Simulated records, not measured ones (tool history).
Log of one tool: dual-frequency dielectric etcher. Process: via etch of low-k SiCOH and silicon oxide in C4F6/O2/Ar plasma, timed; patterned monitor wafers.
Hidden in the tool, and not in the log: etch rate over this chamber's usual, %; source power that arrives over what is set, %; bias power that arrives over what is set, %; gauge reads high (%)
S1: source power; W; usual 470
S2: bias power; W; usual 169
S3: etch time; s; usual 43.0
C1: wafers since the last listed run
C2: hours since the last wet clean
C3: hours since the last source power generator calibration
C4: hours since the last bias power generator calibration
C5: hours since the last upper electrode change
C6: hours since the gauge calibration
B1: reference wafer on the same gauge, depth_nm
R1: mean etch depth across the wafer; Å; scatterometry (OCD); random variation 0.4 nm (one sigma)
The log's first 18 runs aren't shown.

run	hour	S1	S2	S3	C1	C2	C3	C4	C5	C6	B1	R1
19	450.9	470	169	43.0	357	389.2	250.9	311.9	69.0	51.1	130.1	1110
20	465.7	530	169	46.5	147	404.0	265.7	326.7	83.8	65.9	130.1	1262
21	478.2	540	196	37.5	124	416.5	278.2	339.2	96.3	78.4	130.0	1039
# hour 503.5: wet clean of the chamber
22	504.0	470	136	43.0	17	0.5	304.0	365.0	122.1	104.2	130.0	1073
23	521.9	420	169	43.0	178	18.4	321.9	382.9	140.0	122.1	130.0	1073
24	553.7	590	133	52.0	317	50.2	353.7	414.7	171.8	153.9	130.0	1402
25	570.9	470	169	43.0	171	67.4	370.9	431.9	189.0	171.1	130.1	1119
26	592.9	470	157	49.0	219	89.4	392.9	453.9	211.0	193.1	130.0	1258
27	606.7	360	155	55.0	137	103.2	406.7	467.7	224.8	206.9	130.0	1288
28	627.0	470	169	34.5	202	123.5	427.0	488.0	245.1	227.2	130.0	891
29	654.0	570	210	43.0	269	150.5	454.0	515.0	272.1	254.2	130.0	1233
30	673.9	470	149	43.0	198	170.4	473.9	534.9	292.0	274.1	130.1	1094
31	704.7	390	134	39.5	307	201.2	504.7	565.7	322.8	304.9	130.0	923

3 ways to go on from here, each from the tool as it stands after run 31. What would each give?
A	705.1	470	169	43.0	3	201.6	505.1	566.1	323.2	305.3	?	?
B	705.1	380	134	50.0	3	201.6	505.1	566.1	323.2	305.3	?	?
C	705.1	500	169	54.5	3	201.6	505.1	566.1	323.2	305.3	?	?

run	B1	R1
A	130.1	1111
B	130.1	1162
C	130.1	1436
Without the tool's hidden state the same runs would have given:
run	R1
A	1111
B	1162
C	1436

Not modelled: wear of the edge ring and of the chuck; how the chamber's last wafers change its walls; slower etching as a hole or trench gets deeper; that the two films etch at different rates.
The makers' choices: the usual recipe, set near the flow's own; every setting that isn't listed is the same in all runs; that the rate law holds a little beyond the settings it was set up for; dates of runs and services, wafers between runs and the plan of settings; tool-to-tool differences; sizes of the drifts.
